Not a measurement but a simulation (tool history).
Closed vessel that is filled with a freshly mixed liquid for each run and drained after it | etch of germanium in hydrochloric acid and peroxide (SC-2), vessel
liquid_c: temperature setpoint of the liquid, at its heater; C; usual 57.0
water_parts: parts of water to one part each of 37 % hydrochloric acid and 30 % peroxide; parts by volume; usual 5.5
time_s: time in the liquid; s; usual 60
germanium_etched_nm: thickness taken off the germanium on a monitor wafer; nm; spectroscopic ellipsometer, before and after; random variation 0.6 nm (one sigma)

run,hour,liquid_c,water_parts,time_s,wafers since the last listed run,hours since the thermometer was replaced,hours since the chemicals flow meter was replaced,hours since the drum of peroxide was connected,hours since the gauge calibration,"read-back film thickness of the germanium reference wafer, read on the same gauge (nm)",germanium_etched_nm
1,0.0,57.0,5.5,60,0,2406.7,265.1,244.5,155.1,60.62,150.75
2,19.7,57.0,5.5,60,2744,2426.4,284.8,264.2,174.8,60.64,149.89
3,37.0,57.0,5.5,60,2410,2443.7,302.1,281.5,192.1,60.69,150.36
4,59.9,57.0,5.5,60,3190,2466.6,325.0,304.4,215.0,60.73,150.18
5,72.7,57.0,5.5,60,1783,2479.4,337.8,317.2,227.8,60.72,149.54
6,106.2,57.0,5.5,35,4667,2512.9,371.3,350.7,261.3,60.77,87.27
7,122.8,57.0,5.5,35,2312,2529.5,387.9,367.3,277.9,60.80,87.55
8,135.5,57.0,7.5,35,1769,2542.2,400.6,380.0,290.6,60.80,86.48
# hour 158.4: thermometer replaced
9,168.9,57.0,7.5,35,4514,10.5,434.0,413.4,324.0,60.80,86.37
10,192.2,57.0,5.5,45,3246,33.8,457.3,436.7,347.3,60.78,112.41
# hour 218.0: gauge calibrated
11,218.0,57.0,5.5,60,3594,59.6,483.1,462.5,0.0,59.95,148.15
# hour 244.8: chemicals flow meter replaced
12,249.3,51.0,5.5,60,4221,90.9,4.5,493.8,31.3,60.17,123.57
13,264.1,60.0,4.0,60,2062,105.7,19.3,508.6,46.1,60.23,165.62
# hour 291.4: new drum of peroxide connected
14,295.7,57.0,5.5,60,4263,137.3,50.9,4.3,77.7,60.41,150.00
15,328.6,57.0,7.5,60,4583,170.2,83.8,37.2,110.6,60.52,147.27
16,408.5,61.5,4.0,80,11132,250.1,163.7,117.1,190.5,60.70,230.56
17,443.2,53.0,7.0,45,4834,284.8,198.4,151.8,225.2,60.70,98.89
18,476.7,52.5,6.5,75,4667,318.3,231.9,185.3,258.7,60.72,163.15
19,508.0,48.0,4.5,30,4360,349.6,263.2,216.6,290.0,60.78,57.01

Hidden state at the last listed run before each entry between runs and at the first one after, where it differs:
Between runs 8 and 9: thermometer replaced (hour 158.4)
  gauge reads high (%): 1.3 -> 1.33
  measured less the result without the state, germanium_etched_nm: +1.11 -> +1.14 nm
Between runs 10 and 11: gauge calibrated (hour 218.0)
  gauge reads high (%): 1.35 -> -0.0504
  measured less the result without the state, germanium_etched_nm: +1.50 -> -0.07 nm
Between runs 11 and 12: chemicals flow meter replaced (hour 244.8)
  gauge reads high (%): -0.0504 -> 0.297
  measured less the result without the state, germanium_etched_nm: -0.07 -> +0.37 nm
Between runs 13 and 14: new drum of peroxide connected (hour 291.4)
  gauge reads high (%): 0.432 -> 0.669
  measured less the result without the state, germanium_etched_nm: +0.71 -> +1.00 nm
